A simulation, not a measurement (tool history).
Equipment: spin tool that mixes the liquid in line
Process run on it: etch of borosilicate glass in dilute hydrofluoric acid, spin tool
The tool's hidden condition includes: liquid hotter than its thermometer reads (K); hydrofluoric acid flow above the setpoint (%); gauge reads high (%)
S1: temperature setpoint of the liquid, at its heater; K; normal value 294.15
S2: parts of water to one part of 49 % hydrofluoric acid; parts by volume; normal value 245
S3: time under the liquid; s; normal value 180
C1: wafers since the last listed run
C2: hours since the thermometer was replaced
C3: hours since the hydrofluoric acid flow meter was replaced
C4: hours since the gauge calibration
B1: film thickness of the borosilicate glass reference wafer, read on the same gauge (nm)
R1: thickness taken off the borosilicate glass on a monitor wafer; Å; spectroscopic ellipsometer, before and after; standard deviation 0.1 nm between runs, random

| run | hour | S1 | S2 | S3 | C1 | C2 | C3 | C4 | B1 | R1 |
|---|---|---|---|---|---|---|---|---|---|---|
| 1 | 0.0 | 294.15 | 245 | 180 | 0 | 2115.9 | 379.7 | 245.1 | 150.01 | 170.7 |
| 2 | 42.4 | 294.15 | 245 | 180 | 266 | 2158.3 | 422.1 | 287.5 | 149.98 | 173.2 |
| 3 | 68.1 | 294.15 | 245 | 180 | 161 | 2184.0 | 447.8 | 313.2 | 149.99 | 174.2 |
| 4 | 111.3 | 294.15 | 245 | 180 | 271 | 2227.2 | 491.0 | 356.4 | 150.00 | 173.7 |
| 5 | 175.2 | 294.15 | 245 | 180 | 401 | 2291.1 | 554.9 | 420.3 | 150.01 | 173.1 |
| 6 | 229.6 | 294.15 | 245 | 180 | 341 | 2345.5 | 609.3 | 474.7 | 150.00 | 175.2 |
| 7 | 391.4 | 294.15 | 245 | 120 | 1016 | 2507.3 | 771.1 | 636.5 | 149.98 | 116.9 |
| 8 | 421.4 | 294.15 | 245 | 120 | 188 | 2537.3 | 801.1 | 666.5 | 150.00 | 117.6 |
|  | 423.8 | hydrofluoric acid flow meter replaced |
|  | 442.2 | thermometer replaced |
| 9 | 459.4 | 294.15 | 245 | 180 | 226 | 17.2 | 35.6 | 704.5 | 149.99 | 169.7 |
| 10 | 502.8 | 294.15 | 245 | 180 | 272 | 60.6 | 79.0 | 747.9 | 149.98 | 168.8 |
| 11 | 538.6 | 296.15 | 245 | 180 | 224 | 96.4 | 114.8 | 783.7 | 149.99 | 182.5 |
| 12 | 604.5 | 297.65 | 245 | 265 | 413 | 162.3 | 180.7 | 849.6 | 150.03 | 285.5 |
| 13 | 643.9 | 296.65 | 245 | 180 | 247 | 201.7 | 220.1 | 889.0 | 150.02 | 187.4 |
| 14 | 675.0 | 294.15 | 205 | 230 | 195 | 232.8 | 251.2 | 920.1 | 149.96 | 270.2 |
| 15 | 727.0 | 298.15 | 275 | 180 | 326 | 284.8 | 303.2 | 972.1 | 150.04 | 173.4 |
| 16 | 760.4 | 294.15 | 245 | 135 | 209 | 318.2 | 336.6 | 1005.5 | 149.98 | 129.5 |
| 17 | 952.4 | 294.15 | 150 | 180 | 1205 | 510.2 | 528.6 | 1197.5 | 150.02 | 314.6 |
| 18 | 1005.7 | 294.15 | 245 | 125 | 334 | 563.5 | 581.9 | 1250.8 | 150.04 | 121.7 |
| 19 | 1053.1 | 294.15 | 350 | 180 | 297 | 610.9 | 629.3 | 1298.2 | 150.00 | 110.8 |
| 20 | 1083.5 | 294.15 | 300 | 75 | 190 | 641.3 | 659.7 | 1328.6 | 149.96 | 56.7 |
|  | 1122.2 | hydrofluoric acid flow meter replaced |
| 21 | 1138.7 | 292.15 | 290 | 285 | 340 | 696.5 | 16.5 | 1383.8 | 149.99 | 201.9 |
|  | 1175.8 | gauge calibrated |
| 22 | 1177.1 | 294.15 | 245 | 180 | 241 | 734.9 | 54.9 | 1.3 | 150.02 | 170.9 |
| 23 | 1218.5 | 291.65 | 325 | 80 | 259 | 776.3 | 96.3 | 42.7 | 150.04 | 48.1 |
| 24 | 1270.4 | 294.15 | 245 | 180 | 325 | 828.2 | 148.2 | 94.6 | 149.97 | 171.5 |
| 25 | 1298.2 | 298.65 | 245 | 180 | 174 | 856.0 | 176.0 | 122.4 | 150.00 | 199.8 |

Run 26, settings as shown, results not yet in. Your forecast:
| 26 | 1346.0 | 294.15 | 245 | 180 | 300 | 903.8 | 223.8 | 170.2 | ? | ? |

Run 26 produced B1 150.00, R1 172.6 Å.
If the tool had no hidden condition, the same run with the same run-to-run variation would have returned R1 169.5 Å.
